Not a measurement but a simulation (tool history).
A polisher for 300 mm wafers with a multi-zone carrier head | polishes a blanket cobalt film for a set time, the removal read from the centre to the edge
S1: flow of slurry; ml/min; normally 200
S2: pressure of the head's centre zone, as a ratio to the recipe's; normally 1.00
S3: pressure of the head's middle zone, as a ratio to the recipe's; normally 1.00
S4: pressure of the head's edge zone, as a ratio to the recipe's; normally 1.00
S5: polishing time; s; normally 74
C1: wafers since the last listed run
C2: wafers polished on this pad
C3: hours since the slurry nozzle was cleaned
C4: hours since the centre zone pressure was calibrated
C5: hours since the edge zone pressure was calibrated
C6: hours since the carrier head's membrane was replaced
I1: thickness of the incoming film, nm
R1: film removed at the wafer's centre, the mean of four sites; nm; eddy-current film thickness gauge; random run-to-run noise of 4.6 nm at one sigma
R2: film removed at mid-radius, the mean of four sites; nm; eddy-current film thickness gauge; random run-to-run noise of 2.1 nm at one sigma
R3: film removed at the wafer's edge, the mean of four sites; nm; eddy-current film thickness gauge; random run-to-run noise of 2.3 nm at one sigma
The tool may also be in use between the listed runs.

run,hour,S1,S2,S3,S4,S5,C1,C2,C3,C4,C5,C6,I1,R1,R2,R3
1,0.0,200,1.06,1.00,1.00,74,0,2118,162.8,402.0,586.0,873.9,1067.1,360.9,331.0,335.0
# hour 6.0: worn pad replaced by a new one
2,35.0,200,1.00,1.00,1.00,74,199,186,197.8,437.0,621.0,908.9,1082.2,326.6,324.9,335.9
3,102.7,200,1.00,1.00,1.00,74,435,621,265.5,504.7,688.7,976.6,1087.1,322.2,328.7,330.4
4,140.8,200,1.00,1.00,1.00,74,244,866,303.6,542.8,726.8,1014.7,1078.6,321.5,324.9,330.0
5,174.5,200,1.00,1.00,1.00,74,216,1082,337.3,576.5,760.5,1048.4,1083.5,317.6,318.8,323.4
# hour 210.6: centre zone pressure recalibrated
6,212.0,200,1.00,1.00,1.00,74,228,1310,374.8,1.4,798.0,1085.9,1072.2,311.7,318.5,321.7
# hour 252.8: slurry nozzle cleaned
# hour 272.8: carrier head's membrane replaced by a new one
7,279.4,155,1.00,1.00,1.00,74,394,1705,26.6,68.8,865.4,6.6,1085.0,318.1,314.1,325.8
# hour 301.7: worn pad replaced by a new one
8,303.9,220,1.00,1.00,1.00,74,131,14,51.1,93.3,889.9,31.1,1091.4,339.2,338.0,339.9
9,353.6,140,1.00,0.89,1.05,60,319,333,100.8,143.0,939.6,80.8,1079.0,247.7,225.0,260.5
10,404.2,200,1.00,1.00,1.00,74,325,658,151.4,193.6,990.2,131.4,1082.0,339.0,330.0,337.4
11,448.6,230,1.00,1.09,0.95,57,285,944,195.8,238.0,1034.6,175.8,1066.1,259.6,274.9,259.1
# hour 458.7: edge zone pressure recalibrated
12,552.8,245,1.00,1.07,1.00,74,656,1601,300.0,342.2,94.1,280.0,1063.6,339.2,351.3,341.6
13,585.1,200,1.00,1.00,1.00,74,207,1808,332.3,374.5,126.4,312.3,1099.0,329.3,316.3,331.1
14,648.8,200,1.07,1.00,1.05,74,409,2218,396.0,438.2,190.1,376.0,1087.9,333.7,312.5,327.6
# hour 658.0: worn pad replaced by a new one
15,711.6,200,0.91,0.96,1.00,49,377,344,458.8,501.0,252.9,438.8,1074.7,175.7,193.3,204.9
16,757.2,200,1.00,1.00,1.00,74,293,637,504.4,546.6,298.5,484.4,1094.4,290.3,287.8,304.7
# hour 777.3: centre zone pressure recalibrated
17,786.1,130,1.00,0.89,0.92,74,172,810,533.3,8.8,327.4,513.3,1101.6,216.2,208.2,257.5
# hour 791.4: slurry nozzle cleaned
18,848.2,200,1.00,1.00,1.00,74,392,1203,56.8,70.9,389.5,575.4,1089.9,330.9,329.7,334.4
19,874.0,200,0.89,0.91,0.88,52,165,1368,82.6,96.7,415.3,601.2,1089.2,210.2,215.1,226.0
20,926.7,200,1.00,1.00,1.00,74,338,1707,135.3,149.4,468.0,653.9,1079.1,328.4,327.9,333.0
# hour 960.3: worn pad replaced by a new one
21,999.0,270,1.04,1.04,1.00,74,438,248,207.6,221.7,540.3,726.2,1088.7,362.9,351.7,343.7

Predict each of these 5 candidate next runs independently; none follows another, all start after run 21:
A,999.5,200,1.00,1.00,1.00,74,3,251,208.1,222.2,540.8,726.7,1094.8,?,?,?
B,999.5,250,1.06,1.00,1.04,74,3,251,208.1,222.2,540.8,726.7,1094.8,?,?,?
C,999.5,240,1.00,0.92,1.00,74,3,251,208.1,222.2,540.8,726.7,1094.8,?,?,?
D,999.5,250,1.07,1.00,0.88,56,3,251,208.1,222.2,540.8,726.7,1094.8,?,?,?
E,999.5,200,0.96,1.10,0.96,90,3,251,208.1,222.2,540.8,726.7,1094.8,?,?,?

run,R1,R2,R3
A,327.3,332.8,333.8
B,360.5,344.3,346.8
C,337.7,319.4,341.3
D,275.4,260.6,249.0
E,382.3,439.1,400.1
What these runs would have given with no unlogged condition in the tool:
run,R1,R2,R3
A,332.2,337.3,337.1
B,364.7,347.9,349.6
C,341.8,322.9,344.1
D,278.6,263.3,251.0
E,388.0,445.0,404.1
